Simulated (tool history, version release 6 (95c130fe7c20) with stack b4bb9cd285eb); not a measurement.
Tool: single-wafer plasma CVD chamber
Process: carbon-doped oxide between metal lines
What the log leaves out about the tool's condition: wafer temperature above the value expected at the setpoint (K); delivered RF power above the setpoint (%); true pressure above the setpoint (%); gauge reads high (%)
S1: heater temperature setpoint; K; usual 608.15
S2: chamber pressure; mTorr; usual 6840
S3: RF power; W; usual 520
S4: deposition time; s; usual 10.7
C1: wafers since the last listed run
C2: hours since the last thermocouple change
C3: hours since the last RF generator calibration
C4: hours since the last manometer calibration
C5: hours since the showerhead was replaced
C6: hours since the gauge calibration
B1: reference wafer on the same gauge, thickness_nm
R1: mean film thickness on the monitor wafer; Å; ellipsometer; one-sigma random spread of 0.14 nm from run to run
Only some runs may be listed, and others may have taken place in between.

run,hour,S1,S2,S3,S4,C1,C2,C3,C4,C5,C6,B1,R1
1,0,602.15,6840,520,10.7,0,1547.8,1032.1,1639.1,4536.2,26.2,64.701,641.84
2,11.5,608.15,6840,520,10.7,416,1559.3,1043.6,1650.6,4547.7,37.7,64.674,625.19
3,27.3,608.15,6840,520,10.7,571,1575.1,1059.4,1666.4,4563.5,53.5,64.702,625.81
4,38.6,608.15,7510,480,10.7,409,1586.4,1070.7,1677.7,4574.8,64.8,64.698,603.24
5,49.7,608.15,7510,480,10.7,401,1597.5,1081.8,1688.8,4585.9,75.9,64.686,601.09
6,61.2,608.15,7510,480,10.7,416,1609,1093.3,1700.3,4597.4,87.4,64.686,601.55
7,107.1,608.15,6840,520,10.7,1661,1654.9,1139.2,1746.2,4643.3,133.3,64.698,626.73
8,117.3,608.15,6840,520,10.7,369,1665.1,1149.4,1756.4,4653.5,143.5,64.668,627.81
9,127,608.15,6840,520,10.7,351,1674.8,1159.1,1766.1,4663.2,153.2,64.693,626.14
10,133.7,608.15,7500,520,10.7,242,1681.5,1165.8,1772.8,4669.9,159.9,64.687,625.37
# hour 160.6: showerhead replaced
# hour 162.3: capacitance manometer re-zeroed and calibrated
# hour 169.5: RF generator calibrated
11,170,608.15,7500,520,10.7,701,1717.8,0.5,7.7,9.4,196.2,64.669,615.4
12,170.9,608.15,7500,520,10.7,32,1718.7,1.4,8.6,10.3,197.1,64.718,610.15
13,179.3,612.15,7680,520,10.7,304,1727.1,9.8,17,18.7,205.5,64.69,604.45
14,187.8,614.15,6840,520,12.3,307,1735.6,18.3,25.5,27.2,214,64.669,683.25
# hour 202.3: thermocouple changed; heater temperature recalibrated
15,202.8,619.15,8300,520,11.6,253,0.5,33.3,40.5,42.2,229,64.685,640.89
# hour 215.1: RF generator calibrated, repeated, since the last time left the tool worse
16,215.6,608.15,6840,520,10.7,173,13.3,0.5,53.3,55,241.8,64.7,646.28
# hour 217.6: gauge calibrated
17,218.5,608.15,6840,470,10.7,104,16.2,3.4,56.2,57.9,0.9,64.7,610.71
18,228.5,608.15,6840,520,10.7,362,26.2,13.4,66.2,67.9,10.9,64.69,643.04
19,240.8,608.15,6840,520,10.7,445,38.5,25.7,78.5,80.2,23.2,64.665,642.46
20,251.6,608.15,5490,520,9.3,390,49.3,36.5,89.3,91,34,64.715,547.08
21,262.3,595.15,5420,520,10.7,387,60,47.2,100,101.7,44.7,64.691,662.75
22,276.2,608.15,6840,520,10.7,503,73.9,61.1,113.9,115.6,58.6,64.698,645.8
23,286.3,603.15,7330,520,9.7,365,84,71.2,124,125.7,68.7,64.684,598.15
24,302.6,608.15,6840,520,11.5,590,100.3,87.5,140.3,142,85,64.699,687.15
25,335.3,608.15,6840,520,10.7,1183,133,120.2,173,174.7,117.7,64.725,643.27

5 options for the next run, each taken on its own from the tool as it stands now. Forecast them:
A,335.7,608.15,6840,520,10.7,14,133.4,120.6,173.4,175.1,118.1,?,?
B,335.7,608.15,6840,520,8.7,14,133.4,120.6,173.4,175.1,118.1,?,?
C,335.7,603.15,7980,460,8.8,14,133.4,120.6,173.4,175.1,118.1,?,?
D,335.7,619.15,8210,425,12.4,14,133.4,120.6,173.4,175.1,118.1,?,?
E,335.7,618.15,5360,520,12.3,14,133.4,120.6,173.4,175.1,118.1,?,?

run,B1,R1
A,64.714,640.08
B,64.714,522.1
C,64.714,508.93
D,64.714,644.54
E,64.714,693.73
Take away the tool's hidden state, keep each run's random variation, and the runs would have read:
run,R1
A,643.22
B,524.67
C,511.49
D,648.28
E,697.15
